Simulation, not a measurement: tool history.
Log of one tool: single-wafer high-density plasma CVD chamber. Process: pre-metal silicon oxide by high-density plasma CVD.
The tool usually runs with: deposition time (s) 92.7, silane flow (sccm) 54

run    hour  deposition time (s)  silane flow (sccm)  read-back reference wafer on the same gauge, thickness_nm  mean film thickness on the monitor wafer (nm)
  1       0                   84                  54                                                    557.541                                        416.208
  2    64.7                 92.7                  54                                                    556.558                                        456.474
      108.1  -- silane flow controller replaced
  3   130.2                 92.7                  54                                                    557.973                                        468.363
  4   202.6                 92.7                  54                                                    556.727                                        471.331
  5   301.3                 92.7                  54                                                    556.949                                        471.322
  6   349.6                 92.7                  54                                                     557.92                                        472.116
  7   421.2                 92.7                  54                                                    556.845                                        470.749
  8     493                 92.7                  54                                                    557.043                                        470.814
  9   569.5                 92.7                  54                                                    556.436                                          468.5
 10   675.7                107.4                  54                                                    556.547                                        546.282
 11   735.9                107.4                  54                                                    557.795                                        542.769
 12   839.2                 92.7                  54                                                    556.209                                         468.37
 13   940.8                 92.7                  54                                                    556.921                                        466.665
 14  1018.2                 81.6                  54                                                    557.207                                        409.541
 15  1079.1                 92.7                  46                                                    557.658                                        399.147
 16  1282.7                 92.7                  46                                                    556.505                                        395.235
 17  1319.6                 92.7                  54                                                    556.803                                        463.741
 18  1418.9                101.1                  54                                                    556.877                                        502.712
 19  1489.6                101.1                  54                                                    557.351                                        501.398
 20  1556.1                  103                  54                                                    557.136                                        510.869
 21  1625.8                 92.7                  54                                                    556.689                                         459.64
 22  1722.5                 92.7                  54                                                    556.996                                         456.73
     1746.6  -- gauge calibrated
     1755.4  -- silane flow controller replaced
 23  1785.2                 83.8                  61                                                    556.523                                        477.306
 24  1888.3                108.3                  46                                                    557.189                                        466.528
 25  1956.9                 99.7                  47                                                    557.969                                        440.932
 26  2034.6                 92.7                  51                                                    556.454                                         441.98
 27  2107.5                104.3                  54                                                    556.638                                        530.302
 28  2204.3                 99.2                  51                                                    556.446                                        475.801
 29  2251.2                100.5                  44                                                    556.944                                         414.35
 30  2325.3                 92.7                  54                                                    556.361                                        471.376
 31  2406.5                 92.7                  50                                                    557.739                                        432.684
 32  2500.3                103.5                  64                                                    556.655                                         617.93
 33  2578.1                 99.6                  61                                                    556.661                                        567.084
 34  2668.1                 86.2                  44                                                    556.843                                         353.56
 35  2745.5                 75.5                  58                                                    556.861                                        406.276
 36  2837.9                 97.5                  49                                                    556.667                                        440.682
 37  2943.3                   84                  59                                                    556.617                                        460.536
 38  3047.6                 92.7                  62                                                    557.144                                         532.06
 39  3131.4                 92.7                  54                                                    556.247                                        459.212
 40  3188.5                  107                  57                                                    556.305                                        560.672
 41    3243                 92.7                  54                                                    557.333                                         457.48
 42  3331.8                 92.7                  54                                                    557.184                                        456.985
     3368.4  -- silane flow controller replaced
 43  3397.6                101.4                  58                                                    556.178                                        554.824
 44  3484.7                100.6                  58                                                    556.712                                        549.933

Each row is a separate what-if for the run after 44, all from the same tool condition, not one after another. Results?
  A  3485.1                   85                  54                                                          ?                                              ?
  B  3485.1                 83.6                  59                                                          ?                                              ?
  C  3485.1                103.5                  49                                                          ?                                              ?
  D  3485.1                103.1                  59                                                          ?                                              ?
  E  3485.1                 78.5                  61                                                          ?                                              ?

run  read-back reference wafer on the same gauge, thickness_nm  mean film thickness on the monitor wafer (nm)
  A                                                    557.466                                        432.018
  B                                                    557.466                                        464.245
  C                                                    557.466                                        477.337
  D                                                    557.466                                        572.532
  E                                                    557.466                                        450.701
Had the tool no hidden state, the same runs would have come out as:
run  mean film thickness on the monitor wafer (nm)
  A                                        432.431
  B                                        464.689
  C                                        477.794
  D                                        573.079
  E                                        451.132
